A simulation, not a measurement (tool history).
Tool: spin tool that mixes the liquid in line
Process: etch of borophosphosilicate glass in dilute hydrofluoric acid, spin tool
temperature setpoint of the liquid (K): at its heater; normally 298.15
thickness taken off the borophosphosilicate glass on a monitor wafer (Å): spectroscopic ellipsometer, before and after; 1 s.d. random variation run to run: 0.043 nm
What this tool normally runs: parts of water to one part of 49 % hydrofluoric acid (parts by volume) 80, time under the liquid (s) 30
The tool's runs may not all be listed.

| run | hour | temperature setpoint of the liquid (K) | parts of water to one part of 49 % hydrofluoric acid (parts by volume) | time under the liquid (s) | wafers since the last listed run | hours since the thermometer was replaced | hours since the hydrofluoric acid flow meter was replaced | hours since the gauge calibration | read-back film thickness of the borophosphosilicate glass reference wafer, read on the same gauge (nm) | thickness taken off the borophosphosilicate glass on a monitor wafer (Å) |
|---|---|---|---|---|---|---|---|---|---|---|
| 1 | 0 | 298.15 | 80 | 30 | 0 | 2767.8 | 1991.5 | 40.8 | 99.96 | 150.5 |
| 2 | 7.3 | 301.65 | 80 | 40 | 135 | 2775.1 | 1998.8 | 48.1 | 99.96 | 229.5 |
| 3 | 23.5 | 301.65 | 80 | 40 | 299 | 2791.3 | 2015 | 64.3 | 99.96 | 229.4 |
| 4 | 33.8 | 298.15 | 80 | 30 | 190 | 2801.6 | 2025.3 | 74.6 | 100.03 | 150.8 |
| 5 | 43.3 | 298.15 | 80 | 30 | 175 | 2811.1 | 2034.8 | 84.1 | 100.04 | 149.9 |
| 6 | 55.1 | 298.15 | 80 | 30 | 218 | 2822.9 | 2046.6 | 95.9 | 100.02 | 149 |
| 7 | 61.7 | 298.15 | 80 | 45 | 122 | 2829.5 | 2053.2 | 102.5 | 99.98 | 226.1 |
| 8 | 69.2 | 298.15 | 80 | 45 | 138 | 2837 | 2060.7 | 110 | 100.01 | 225.2 |
| 9 | 75.5 | 298.15 | 65 | 30 | 116 | 2843.3 | 2067 | 116.3 | 100.01 | 188.6 |
| 10 | 90.4 | 298.15 | 65 | 30 | 275 | 2858.2 | 2081.9 | 131.2 | 100.04 | 187.5 |
| 11 | 96.6 | 298.15 | 80 | 30 | 114 | 2864.4 | 2088.1 | 137.4 | 99.99 | 150.1 |
|  | 98.5 | thermometer replaced |
| 12 | 113.1 | 298.15 | 110 | 15 | 286 | 14.6 | 2104.6 | 153.9 | 100.02 | 51.9 |
|  | 123.6 | gauge calibrated |
|  | 123.8 | hydrofluoric acid flow meter replaced |
| 13 | 125.5 | 298.15 | 80 | 30 | 211 | 27 | 1.7 | 1.9 | 100.02 | 168.1 |
| 14 | 140.7 | 300.15 | 80 | 25 | 281 | 42.2 | 16.9 | 17.1 | 100.07 | 151.4 |
| 15 | 158.7 | 296.15 | 50 | 45 | 333 | 60.2 | 34.9 | 35.1 | 100.03 | 387.4 |
| 16 | 164.8 | 298.15 | 95 | 30 | 112 | 66.3 | 41 | 41.2 | 99.99 | 138.3 |
| 17 | 182.8 | 298.15 | 80 | 20 | 333 | 84.3 | 59 | 59.2 | 100.02 | 112.1 |
| 18 | 191.8 | 301.65 | 80 | 20 | 166 | 93.3 | 68 | 68.2 | 99.99 | 127.3 |
| 19 | 208.6 | 293.15 | 100 | 30 | 310 | 110.1 | 84.8 | 85 | 100.02 | 106.9 |
| 20 | 215.4 | 298.15 | 115 | 30 | 125 | 116.9 | 91.6 | 91.8 | 100 | 111.4 |

Consider 3 possible next runs. They are alternatives, not a sequence: every one starts from the tool as it was left by run 20. What does each give?
| A | 215.8 | 298.15 | 80 | 25 | 7 | 117.3 | 92 | 92.2 | ? | ? |
| B | 215.8 | 300.15 | 80 | 45 | 7 | 117.3 | 92 | 92.2 | ? | ? |
| C | 215.8 | 298.15 | 80 | 15 | 7 | 117.3 | 92 | 92.2 | ? | ? |

| run | read-back film thickness of the borophosphosilicate glass reference wafer, read on the same gauge (nm) | thickness taken off the borophosphosilicate glass on a monitor wafer (Å) |
|---|---|---|
| A | 100 | 139 |
| B | 100 | 270.8 |
| C | 100 | 83.4 |
Without the tool's hidden state the same runs would have given:
| run | thickness taken off the borophosphosilicate glass on a monitor wafer (Å) |
|---|---|
| A | 140.8 |
| B | 274.4 |
| C | 84.5 |
